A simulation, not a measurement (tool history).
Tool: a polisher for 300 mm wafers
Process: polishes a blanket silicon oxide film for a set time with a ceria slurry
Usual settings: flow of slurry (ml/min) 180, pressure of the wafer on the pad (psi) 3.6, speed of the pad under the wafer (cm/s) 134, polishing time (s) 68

run	hour	flow of slurry (ml/min)	pressure of the wafer on the pad (psi)	speed of the pad under the wafer (cm/s)	polishing time (s)	wafers since the last listed run	wafers polished on this pad	hours since the slurry nozzle was cleaned	hours since the head pressure was calibrated	incoming thickness of the incoming film, nm	film removed (angstrom)
1	0.0	180	3.6	168	68	0	872	140.4	707.3	1872.6	6807
2	45.1	180	3.6	168	68	443	1316	185.5	752.4	1894.2	6652
# hour 99.5: worn pad replaced by a new one
3	113.6	180	3.6	168	68	634	138	254.0	820.9	1905.5	7246
4	154.8	180	3.6	134	68	405	544	295.2	862.1	1884.3	5894
5	192.4	180	3.6	134	68	369	913	332.8	899.7	1896.4	5863
6	245.2	140	3.6	134	68	519	1433	385.6	952.5	1865.6	5246
# hour 288.4: worn pad replaced by a new one
7	294.9	140	3.6	134	68	449	64	435.3	1002.2	1894.5	5847
8	363.4	180	3.6	134	68	673	737	503.8	1070.7	1900.7	5944
9	409.7	180	3.6	134	68	455	1193	550.1	1117.0	1913.9	5766
# hour 445.5: worn pad replaced by a new one
10	449.4	180	3.6	134	68	351	38	589.8	1156.7	1880.7	6153
11	474.2	180	3.6	134	68	243	281	614.6	1181.5	1868.2	6173
# hour 490.5: head pressure recalibrated
12	517.7	180	3.6	176	68	408	690	658.1	27.2	1870.9	6612
13	586.3	180	3.6	176	56	674	1364	726.7	95.8	1901.3	5094
# hour 589.4: slurry nozzle cleaned
# hour 602.0: worn pad replaced by a new one
14	653.5	205	3.6	134	48	611	506	64.1	163.0	1866.3	3833
15	677.5	210	3.6	134	83	236	742	88.1	187.0	1906.7	6706
16	730.0	180	4.2	134	48	516	1258	140.6	239.5	1883.2	4188
17	774.1	180	3.6	134	68	433	1692	184.7	283.6	1903.0	4727
# hour 786.2: worn pad replaced by a new one
18	834.7	200	2.9	106	68	556	477	245.3	344.2	1885.5	3712
19	883.0	205	4.0	102	44	475	952	293.6	392.5	1855.7	3135

Hidden state at the last listed run before each entry between runs and at the first one after, where it differs:
Between runs 2 and 3: worn pad replaced by a new one (hour 99.5)
  removal rate lost through wear of the pad, %: 8.09 -> 1.43; deviation of the head's pressure from its setpoint, %: 7.09 -> 8.04
  measured less the result without the state, film removed (angstrom): -106 -> +442
Between runs 6 and 7: worn pad replaced by a new one (hour 288.4)
  removal rate lost through wear of the pad, %: 9.53 -> 0.743; deviation of the head's pressure from its setpoint, %: 10.1 -> 11
  measured less the result without the state, film removed (angstrom): -20 -> +538
Between runs 9 and 10: worn pad replaced by a new one (hour 445.5)
  removal rate lost through wear of the pad, %: 6.39 -> 1.5; deviation of the head's pressure from its setpoint, %: 13.1 -> 13.9
  measured less the result without the state, film removed (angstrom): +321 -> +669
Between runs 11 and 12: head pressure recalibrated (hour 490.5)
  removal rate lost through wear of the pad, %: 1.81 -> 3.5; deviation of the head's pressure from its setpoint, %: 14.4 -> -1.64
  measured less the result without the state, film removed (angstrom): +679 -> -354
Between runs 13 and 14: slurry nozzle cleaned (hour 589.4); worn pad replaced by a new one (hour 602.0)
  removal rate lost through wear of the pad, %: 9.12 -> 1.93; deviation of the head's pressure from its setpoint, %: -1.56 -> -1.41
  measured less the result without the state, film removed (angstrom): -600 -> -132
Between runs 17 and 18: worn pad replaced by a new one (hour 786.2)
  removal rate lost through wear of the pad, %: 12.3 -> 1.62; deviation of the head's pressure from its setpoint, %: -0.931 -> -0.594
  measured less the result without the state, film removed (angstrom): -714 -> -84

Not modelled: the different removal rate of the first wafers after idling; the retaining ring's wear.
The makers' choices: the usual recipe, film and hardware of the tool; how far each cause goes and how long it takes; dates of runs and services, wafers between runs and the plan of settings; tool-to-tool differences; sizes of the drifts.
